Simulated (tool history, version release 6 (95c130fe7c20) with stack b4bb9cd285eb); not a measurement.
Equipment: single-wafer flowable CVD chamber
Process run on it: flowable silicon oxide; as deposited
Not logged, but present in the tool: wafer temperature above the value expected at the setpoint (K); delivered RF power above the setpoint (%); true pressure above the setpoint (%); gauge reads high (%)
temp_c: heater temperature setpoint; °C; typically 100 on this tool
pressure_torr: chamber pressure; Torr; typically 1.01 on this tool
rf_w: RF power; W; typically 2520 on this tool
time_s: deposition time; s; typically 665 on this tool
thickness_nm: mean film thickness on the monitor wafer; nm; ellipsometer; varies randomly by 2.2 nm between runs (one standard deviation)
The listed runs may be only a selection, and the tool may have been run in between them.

run    hour  temp_c  pressure_torr  rf_w  time_s  wafers since the last listed run  hours since the last thermocouple change  hours since the last RF generator calibration  hours since the last manometer calibration  hours since the showerhead was replaced  hours since the gauge calibration  read-back reference wafer on the same gauge, thickness_nm  thickness_nm
  1     0.0     100           1.01  2520     665                                 0                                    1512.4                                          960.7                                      1296.3                                     14.3                             2234.7                                                    496.571       590.528
  2    39.6     100           1.01  2520     741                                78                                    1552.0                                         1000.3                                      1335.9                                     53.9                             2274.3                                                    497.638       661.623
  3    76.8     100           1.01  2520     741                                74                                    1589.2                                         1037.5                                      1373.1                                     91.1                             2311.5                                                    497.037       655.985
  4   144.6     100           1.01  2520     741                               135                                    1657.0                                         1105.3                                      1440.9                                    158.9                             2379.3                                                    496.664       653.757
      155.8  -- thermocouple changed; heater temperature recalibrated
  5   172.3     100           1.01  2520     665                                39                                      16.5                                         1133.0                                      1468.6                                    186.6                             2407.0                                                    496.984       576.627
      176.3  -- gauge calibrated
  6   213.4      96           1.01  2665     592                                81                                      57.6                                         1174.1                                      1509.7                                    227.7                               37.1                                                    496.455       582.614
  7   256.5     100           1.23  2970     771                                85                                     100.7                                         1217.2                                      1552.8                                    270.8                               80.2                                                    497.025       827.182
  8   326.2     100           1.01  2520     665                               138                                     170.4                                         1286.9                                      1622.5                                    340.5                              149.9                                                    497.272       580.435
  9   395.6     100           0.86  2520     665                               138                                     239.8                                         1356.3                                      1691.9                                    409.9                              219.3                                                    496.557       494.376
 10   447.8     100           1.01  2520     665                               104                                     292.0                                         1408.5                                      1744.1                                    462.1                              271.5                                                    497.330       586.147
 11   487.4     100           1.01  2195     665                                78                                     331.6                                         1448.1                                      1783.7                                    501.7                              311.1                                                    497.908       575.262
      669.1  -- RF generator calibrated
 12   678.3     100           1.25  2380     665                               364                                     522.5                                            9.2                                      1974.6                                    692.6                              502.0                                                    496.225       713.902
      746.9  -- capacitance manometer re-zeroed and calibrated
 13   747.4      93           1.01  2520     665                               121                                     591.6                                           78.3                                         0.5                                    761.7                              571.1                                                    496.860       687.254
 14   781.9     100           1.01  2845     665                                68                                     626.1                                          112.8                                        35.0                                    796.2                              605.6                                                    497.641       569.346
 15   826.9     100           1.17  2520     665                                89                                     671.1                                          157.8                                        80.0                                    841.2                              650.6                                                    496.323       646.047
 16   864.4     100           1.01  2135     722                                74                                     708.6                                          195.3                                       117.5                                    878.7                              688.1                                                    497.273       596.226
 17   935.6     100           1.01  2520     665                               141                                     779.8                                          266.5                                       188.7                                    949.9                              759.3                                                    496.906       569.718
 18   997.1     100           1.25  2965     665                               122                                     841.3                                          328.0                                       250.2                                   1011.4                              820.8                                                    497.931       711.845
 19  1023.3     100           1.01  2520     665                                52                                     867.5                                          354.2                                       276.4                                   1037.6                              847.0                                                    496.781       571.446
 20  1076.8     100           1.01  2520     665                               106                                     921.0                                          407.7                                       329.9                                   1091.1                              900.5                                                    496.616       574.574
 21  1105.6      85           0.86  2345     560                                57                                     949.8                                          436.5                                       358.7                                   1119.9                              929.3                                                    497.023       625.514
 22  1146.5      90           1.16  2245     665                                81                                     990.7                                          477.4                                       399.6                                   1160.8                              970.2                                                    497.674       862.656
 23  1204.6     100           1.01  2300     699                               115                                    1048.8                                          535.5                                       457.7                                   1218.9                             1028.3                                                    497.924       596.681
 24  1242.0     112           0.85  2740     622                                74                                    1086.2                                          572.9                                       495.1                                   1256.3                             1065.7                                                    496.801       327.448
 25  1316.9      86           1.01  2915     665                               149                                    1161.1                                          647.8                                       570.0                                   1331.2                             1140.6                                                    497.005       880.270
 26  1356.1     100           1.01  2520     712                                78                                    1200.3                                          687.0                                       609.2                                   1370.4                             1179.8                                                    497.222       623.005
 27  1386.7     100           0.78  2520     763                                60                                    1230.9                                          717.6                                       639.8                                   1401.0                             1210.4                                                    496.881       519.828
 28  1426.6     104           0.78  2685     741                                79                                    1270.8                                          757.5                                       679.7                                   1440.9                             1250.3                                                    496.249       451.732
 29  1493.5      95           1.01  2520     542                               133                                    1337.7                                          824.4                                       746.6                                   1507.8                             1317.2                                                    496.932       550.966

Measured minus without-hidden-state, run by run (identical run-to-run variation in each term; gauge scatter may differ):
run  thickness_nm
  1       +31.788
  2       +35.896
  3       +35.835
  4       +36.123
  5       +22.894
  6       +23.980
  7       +32.748
  8       +25.866
  9       +23.230
 10       +27.908
 11       +27.892
 12       +35.042
 13        +5.868
 14        +6.341
 15        +9.346
 16       +10.460
 17       +12.760
 18       +17.818
 19       +15.787
 20       +17.502
 21       +19.250
 22       +28.298
 23       +21.658
 24       +12.293
 25       +34.541
 26       +26.042
 27       +22.927
 28       +20.752
 29       +25.404

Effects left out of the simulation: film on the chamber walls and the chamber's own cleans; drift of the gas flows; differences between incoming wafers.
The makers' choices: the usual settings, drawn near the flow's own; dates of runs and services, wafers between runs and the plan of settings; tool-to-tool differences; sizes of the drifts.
